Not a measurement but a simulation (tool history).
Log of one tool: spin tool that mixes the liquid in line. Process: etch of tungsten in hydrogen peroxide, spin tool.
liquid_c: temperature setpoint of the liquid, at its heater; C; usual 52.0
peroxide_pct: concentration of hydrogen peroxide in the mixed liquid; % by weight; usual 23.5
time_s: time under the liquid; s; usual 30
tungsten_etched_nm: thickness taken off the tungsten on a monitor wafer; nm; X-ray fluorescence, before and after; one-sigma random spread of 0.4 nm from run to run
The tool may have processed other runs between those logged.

run,day,liquid_c,peroxide_pct,time_s,wafers since the last listed run,hours since the thermometer was replaced,hours since the peroxide flow meter was replaced,hours since the heated supply line was repaired,hours since the drum of peroxide was connected,hours since the gauge calibration,"read-back film thickness of the tungsten reference wafer, read on the same gauge (nm)",tungsten_etched_nm
1,0.000,52.0,23.5,30,0,2371.1,1636.7,1268.3,153.5,375.9,30.01,45.41
2,1.942,52.0,23.5,30,485,2417.7,1683.3,1314.9,200.1,422.5,29.98,45.60
3,4.558,46.0,23.5,30,654,2480.5,1746.1,1377.7,262.9,485.3,30.00,31.34
4,6.342,46.0,23.5,30,446,2523.3,1788.9,1420.5,305.7,528.1,29.98,31.20
5,9.104,52.0,22.0,30,691,2589.6,1855.2,1486.8,372.0,594.4,30.03,43.34
6,10.954,52.0,23.5,30,462,2634.0,1899.6,1531.2,416.4,638.8,30.00,44.90
7,12.583,52.0,23.5,40,407,2673.1,1938.7,1570.3,455.5,677.9,29.99,60.00
8,14.979,52.0,23.5,30,599,2730.6,1996.2,1627.8,513.0,735.4,30.00,45.45
# day 15.521: heated supply line repaired
9,17.679,52.0,23.5,30,665,2795.4,2061.0,51.8,577.8,800.2,29.98,44.59
10,18.733,52.0,23.5,30,263,2820.7,2086.3,77.1,603.1,825.5,30.00,44.62
# day 20.529: new drum of peroxide connected
# day 20.938: peroxide flow meter replaced
11,20.962,61.0,29.5,15,536,2874.2,0.6,130.6,10.4,879.0,29.98,45.47
# day 21.488: gauge calibrated
12,23.000,52.0,23.5,25,509,2923.1,49.5,179.5,59.3,36.3,29.97,39.60
13,25.179,47.5,20.5,40,545,2975.4,101.8,231.8,111.6,88.6,30.02,44.73
# day 26.429: thermometer replaced
14,27.729,52.0,23.5,30,627,31.2,163.0,293.0,172.8,149.8,30.01,53.73
15,29.217,47.0,18.0,30,372,66.9,198.7,328.7,208.5,185.5,30.01,34.76
16,31.917,60.5,18.5,30,675,131.7,263.5,393.5,273.3,250.3,30.02,78.53

Forecast run 17:
17,34.175,59.5,17.5,30,565,185.9,317.7,447.7,327.5,304.5,?,?

{"run 17": {"read-back film thickness of the tungsten reference wafer, read on the same gauge (nm)": 30.01, "tungsten_etched_nm": 71.9}}
With no hidden state in the tool, this same run would have given tungsten_etched_nm 75.29 nm.
